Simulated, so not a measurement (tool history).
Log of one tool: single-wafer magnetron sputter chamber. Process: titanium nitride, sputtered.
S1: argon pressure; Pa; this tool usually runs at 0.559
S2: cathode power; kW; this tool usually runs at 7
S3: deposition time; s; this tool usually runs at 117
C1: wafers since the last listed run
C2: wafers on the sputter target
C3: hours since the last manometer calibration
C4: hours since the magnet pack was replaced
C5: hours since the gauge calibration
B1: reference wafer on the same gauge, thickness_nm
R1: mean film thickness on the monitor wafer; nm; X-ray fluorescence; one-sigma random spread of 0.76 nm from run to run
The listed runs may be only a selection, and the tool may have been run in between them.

run 1 hour=0 | S1=0.559 S2=5.9 S3=117 | C1=0 C2=3616 C3=2710.7 C4=5096.6 C5=97.4 | B1=133.977 | R1=116.684
run 2 hour=15.8 | S1=0.559 S2=7 S3=117 | C1=235 C2=3852 C3=2726.5 C4=5112.4 C5=113.2 | B1=133.817 | R1=132.453
run 3 hour=22.8 | S1=0.559 S2=7 S3=117 | C1=104 C2=3956 C3=2733.5 C4=5119.4 C5=120.2 | B1=133.988 | R1=131.645
run 4 hour=36.4 | S1=0.559 S2=7 S3=117 | C1=202 C2=4159 C3=2747.1 C4=5133 C5=133.8 | B1=133.829 | R1=132.257
run 5 hour=52.4 | S1=0.559 S2=7 S3=117 | C1=238 C2=4397 C3=2763.1 C4=5149 C5=149.8 | B1=133.894 | R1=131.279
run 6 hour=69.3 | S1=0.559 S2=7 S3=117 | C1=251 C2=4649 C3=2780 C4=5165.9 C5=166.7 | B1=134.018 | R1=130.365
run 7 hour=85.5 | S1=0.559 S2=7 S3=117 | C1=241 C2=4890 C3=2796.2 C4=5182.1 C5=182.9 | B1=133.841 | R1=131.486
run 8 hour=100 | S1=0.465 S2=7 S3=133 | C1=216 C2=5106 C3=2810.7 C4=5196.6 C5=197.4 | B1=134.056 | R1=155.497
run 9 hour=106.2 | S1=0.465 S2=7 S3=133 | C1=92 C2=5199 C3=2816.9 C4=5202.8 C5=203.6 | B1=133.869 | R1=154.074
run 10 hour=120.7 | S1=0.465 S2=7 S3=133 | C1=216 C2=5415 C3=2831.4 C4=5217.3 C5=218.1 | B1=133.805 | R1=157.077
run 11 hour=136.4 | S1=0.622 S2=8.1 S3=117 | C1=233 C2=5649 C3=2847.1 C4=5233 C5=233.8 | B1=134.044 | R1=142.389
run 12 hour=170.5 | S1=0.559 S2=7 S3=117 | C1=508 C2=6157 C3=2881.2 C4=5267.1 C5=267.9 | B1=134.044 | R1=130.527
run 13 hour=183.7 | S1=0.559 S2=7 S3=117 | C1=196 C2=6354 C3=2894.4 C4=5280.3 C5=281.1 | B1=134.202 | R1=129.834
run 14 hour=200.1 | S1=0.559 S2=7 S3=117 | C1=244 C2=6598 C3=2910.8 C4=5296.7 C5=297.5 | B1=134.232 | R1=129.105
run 15 hour=212.4 | S1=0.559 S2=7 S3=117 | C1=183 C2=6782 C3=2923.1 C4=5309 C5=309.8 | B1=133.738 | R1=129.69
-- hour=235.8 magnet pack replaced
run 16 hour=237.7 | S1=0.559 S2=7 S3=117 | C1=257 C2=7039 C3=2948.4 C4=1.9 C5=335.1 | B1=133.904 | R1=129.421
-- hour=252.3 sputter target and shields replaced
-- hour=255.5 capacitance manometer re-zeroed and calibrated
run 17 hour=256 | S1=0.559 S2=5.9 S3=117 | C1=105 C2=7 C3=0.5 C4=20.2 C5=353.4 | B1=133.95 | R1=117.499
run 18 hour=258.6 | S1=0.559 S2=7.55 S3=133 | C1=38 C2=45 C3=3.1 C4=22.8 C5=356 | B1=134.165 | R1=157.749
run 19 hour=272.3 | S1=0.559 S2=7.85 S3=94 | C1=204 C2=250 C3=16.8 C4=36.5 C5=369.7 | B1=134.035 | R1=115.413
run 20 hour=287.8 | S1=0.559 S2=7 S3=117 | C1=231 C2=481 C3=32.3 C4=52 C5=385.2 | B1=134.063 | R1=133.652
run 21 hour=295.3 | S1=0.752 S2=8.05 S3=117 | C1=111 C2=592 C3=39.8 C4=59.5 C5=392.7 | B1=133.852 | R1=135.89
run 22 hour=304.6 | S1=0.559 S2=7 S3=117 | C1=138 C2=731 C3=49.1 C4=68.8 C5=402 | B1=134.136 | R1=132.878
run 23 hour=320.2 | S1=0.437 S2=5.6 S3=117 | C1=232 C2=963 C3=64.7 C4=84.4 C5=417.6 | B1=134.182 | R1=117.825
run 24 hour=334.2 | S1=0.388 S2=8.1 S3=117 | C1=208 C2=1172 C3=78.7 C4=98.4 C5=431.6 | B1=134.339 | R1=158.966
-- hour=346.8 gauge calibrated
run 25 hour=347.2 | S1=0.754 S2=8.45 S3=135 | C1=193 C2=1366 C3=91.7 C4=111.4 C5=0.4 | B1=134.365 | R1=162.406
run 26 hour=356.2 | S1=0.725 S2=5.45 S3=117 | C1=134 C2=1500 C3=100.7 C4=120.4 C5=9.4 | B1=134.028 | R1=104.308
run 27 hour=367.8 | S1=0.559 S2=7.95 S3=103 | C1=172 C2=1673 C3=112.3 C4=132 C5=21 | B1=134.145 | R1=129.248
run 28 hour=382.6 | S1=0.484 S2=6.2 S3=138 | C1=220 C2=1893 C3=127.1 C4=146.8 C5=35.8 | B1=134.044 | R1=145.633
run 29 hour=392.9 | S1=0.559 S2=8.75 S3=117 | C1=153 C2=2047 C3=137.4 C4=157.1 C5=46.1 | B1=134.186 | R1=156.926
run 30 hour=405.7 | S1=0.744 S2=8.4 S3=131 | C1=190 C2=2238 C3=150.2 C4=169.9 C5=58.9 | B1=133.934 | R1=157.092
run 31 hour=414.5 | S1=0.559 S2=6.05 S3=117 | C1=131 C2=2369 C3=159 C4=178.7 C5=67.7 | B1=133.929 | R1=118.419
run 32 hour=428.3 | S1=0.559 S2=7 S3=117 | C1=205 C2=2575 C3=172.8 C4=192.5 C5=81.5 | B1=134.016 | R1=130.508
run 33 hour=442.3 | S1=0.468 S2=7 S3=101 | C1=208 C2=2783 C3=186.8 C4=206.5 C5=95.5 | B1=134.243 | R1=119.096
run 34 hour=457.8 | S1=0.559 S2=7 S3=117 | C1=231 C2=3014 C3=202.3 C4=222 C5=111 | B1=133.985 | R1=131.886
run 35 hour=467.4 | S1=0.65 S2=5.4 S3=140 | C1=143 C2=3157 C3=211.9 C4=231.6 C5=120.6 | B1=134.227 | R1=127.365
run 36 hour=476.5 | S1=0.398 S2=8.6 S3=117 | C1=135 C2=3293 C3=221 C4=240.7 C5=129.7 | B1=134.071 | R1=167.085

Give the tool's hidden conditions for every run:
true argon pressure above the setpoint (%): 0 across all the runs
gauge reads high (%): 0 across all the runs
H1: deposition rate above that of a new target (%)
run=1 H1=-0.674
run=2 H1=-0.758
run=3 H1=-0.796
run=4 H1=-0.874
run=5 H1=-0.97
run=6 H1=-1.08
run=7 H1=-1.19
run=8 H1=-1.29
run=9 H1=-1.33
run=10 H1=-1.44
run=11 H1=-1.57
run=12 H1=-1.85
run=13 H1=-1.97
run=14 H1=-2.12
run=15 H1=-2.23
run=16 H1=-2.48
run=17 H1=-0.0213
run=18 H1=-0.0216
run=19 H1=-0.0254
run=20 H1=-0.0344
run=21 H1=-0.0406
run=22 H1=-0.0499
run=23 H1=-0.0696
run=24 H1=-0.0917
run=25 H1=-0.116
run=26 H1=-0.135
run=27 H1=-0.161
run=28 H1=-0.2
run=29 H1=-0.229
run=30 H1=-0.269
run=31 H1=-0.298
run=32 H1=-0.347
run=33 H1=-0.401
run=34 H1=-0.465
run=35 H1=-0.507
run=36 H1=-0.549
